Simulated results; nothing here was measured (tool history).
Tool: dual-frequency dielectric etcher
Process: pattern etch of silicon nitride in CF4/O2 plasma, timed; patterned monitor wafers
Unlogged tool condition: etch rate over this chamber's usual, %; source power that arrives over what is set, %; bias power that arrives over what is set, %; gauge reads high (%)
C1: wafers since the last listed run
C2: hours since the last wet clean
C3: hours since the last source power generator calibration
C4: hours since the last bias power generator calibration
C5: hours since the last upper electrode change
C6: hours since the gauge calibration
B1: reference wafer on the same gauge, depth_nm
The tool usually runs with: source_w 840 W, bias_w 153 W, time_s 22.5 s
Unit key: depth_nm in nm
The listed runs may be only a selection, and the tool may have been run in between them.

run 1 hour=0 | source_w=840 bias_w=135 time_s=19 | C1=0 C2=234.5 C3=1993.5 C4=2776.1 C5=3770.5 C6=347.3 | B1=78.7 | depth_nm=58.8
run 2 hour=30.8 | source_w=840 bias_w=135 time_s=19 | C1=453 C2=265.3 C3=2024.3 C4=2806.9 C5=3801.3 C6=378.1 | B1=78.7 | depth_nm=58.6
run 3 hour=64 | source_w=840 bias_w=135 time_s=19 | C1=488 C2=298.5 C3=2057.5 C4=2840.1 C5=3834.5 C6=411.3 | B1=78.7 | depth_nm=58.7
-- hour=66.6 gauge calibrated
run 4 hour=87.4 | source_w=840 bias_w=138 time_s=22.5 | C1=344 C2=321.9 C3=2080.9 C4=2863.5 C5=3857.9 C6=20.8 | B1=78.7 | depth_nm=69.9
run 5 hour=105 | source_w=840 bias_w=138 time_s=22.5 | C1=259 C2=339.5 C3=2098.5 C4=2881.1 C5=3875.5 C6=38.4 | B1=78.7 | depth_nm=70
run 6 hour=119 | source_w=840 bias_w=138 time_s=22.5 | C1=206 C2=353.5 C3=2112.5 C4=2895.1 C5=3889.5 C6=52.4 | B1=78.7 | depth_nm=70.1
run 7 hour=147.2 | source_w=890 bias_w=178 time_s=22.5 | C1=415 C2=381.7 C3=2140.7 C4=2923.3 C5=3917.7 C6=80.6 | B1=78.7 | depth_nm=79.2
-- hour=164.2 source power generator calibrated
run 8 hour=171.4 | source_w=890 bias_w=178 time_s=22.5 | C1=297 C2=405.9 C3=7.2 C4=2947.5 C5=3941.9 C6=104.8 | B1=78.7 | depth_nm=77.3
run 9 hour=195.4 | source_w=840 bias_w=153 time_s=22.5 | C1=353 C2=429.9 C3=31.2 C4=2971.5 C5=3965.9 C6=128.8 | B1=78.7 | depth_nm=70.7
run 10 hour=213.1 | source_w=840 bias_w=153 time_s=22.5 | C1=260 C2=447.6 C3=48.9 C4=2989.2 C5=3983.6 C6=146.5 | B1=78.8 | depth_nm=70.9
run 11 hour=237.2 | source_w=740 bias_w=122 time_s=18.5 | C1=354 C2=471.7 C3=73 C4=3013.3 C5=4007.7 C6=170.6 | B1=78.7 | depth_nm=50.3
run 12 hour=272 | source_w=730 bias_w=153 time_s=22.5 | C1=512 C2=506.5 C3=107.8 C4=3048.1 C5=4042.5 C6=205.4 | B1=78.7 | depth_nm=65.8
run 13 hour=292.9 | source_w=890 bias_w=178 time_s=22.5 | C1=307 C2=527.4 C3=128.7 C4=3069 C5=4063.4 C6=226.3 | B1=78.7 | depth_nm=77
-- hour=324 upper electrode replaced
run 14 hour=324.5 | source_w=840 bias_w=119 time_s=18 | C1=111 C2=559 C3=160.3 C4=3100.6 C5=0.5 C6=257.9 | B1=78.7 | depth_nm=51.8
-- hour=360.2 wet clean of the chamber
run 15 hour=360.7 | source_w=840 bias_w=153 time_s=22.5 | C1=179 C2=0.5 C3=196.5 C4=3136.8 C5=36.7 C6=294.1 | B1=78.7 | depth_nm=71.3
run 16 hour=373.6 | source_w=930 bias_w=153 time_s=22.5 | C1=189 C2=13.4 C3=209.4 C4=3149.7 C5=49.6 C6=307 | B1=78.7 | depth_nm=75.4
-- hour=383.8 bias power generator calibrated
-- hour=388.1 gauge calibrated
run 17 hour=389.8 | source_w=840 bias_w=153 time_s=22.5 | C1=179 C2=29.6 C3=225.6 C4=6 C5=65.8 C6=1.7 | B1=78.7 | depth_nm=71.2
run 18 hour=422.2 | source_w=1050 bias_w=186 time_s=18.5 | C1=477 C2=62 C3=258 C4=38.4 C5=98.2 C6=34.1 | B1=78.7 | depth_nm=71.5
run 19 hour=442 | source_w=950 bias_w=121 time_s=22.5 | C1=291 C2=81.8 C3=277.8 C4=58.2 C5=118 C6=53.9 | B1=78.7 | depth_nm=70.4
run 20 hour=473 | source_w=840 bias_w=179 time_s=22.5 | C1=456 C2=112.8 C3=308.8 C4=89.2 C5=149 C6=84.9 | B1=78.7 | depth_nm=75.3
run 21 hour=493.9 | source_w=1030 bias_w=128 time_s=18 | C1=307 C2=133.7 C3=329.7 C4=110.1 C5=169.9 C6=105.8 | B1=78.7 | depth_nm=60.2

Predict each of these 3 candidate next runs independently; none follows another, all start after run 21:
run A hour=494.3 | source_w=840 bias_w=153 time_s=22.5 | C1=5 C2=134.1 C3=330.1 C4=110.5 C5=170.3 C6=106.2 | B1=? | depth_nm=?
run B hour=494.3 | source_w=960 bias_w=153 time_s=22.5 | C1=5 C2=134.1 C3=330.1 C4=110.5 C5=170.3 C6=106.2 | B1=? | depth_nm=?
run C hour=494.3 | source_w=840 bias_w=131 time_s=26.5 | C1=5 C2=134.1 C3=330.1 C4=110.5 C5=170.3 C6=106.2 | B1=? | depth_nm=?

run=A B1=78.8 depth_nm=71.3
run=B B1=78.8 depth_nm=76.8
run=C B1=78.8 depth_nm=79.6
With no hidden state in the tool, these same runs would have given:
run=A depth_nm=71.3
run=B depth_nm=76.9
run=C depth_nm=79.6

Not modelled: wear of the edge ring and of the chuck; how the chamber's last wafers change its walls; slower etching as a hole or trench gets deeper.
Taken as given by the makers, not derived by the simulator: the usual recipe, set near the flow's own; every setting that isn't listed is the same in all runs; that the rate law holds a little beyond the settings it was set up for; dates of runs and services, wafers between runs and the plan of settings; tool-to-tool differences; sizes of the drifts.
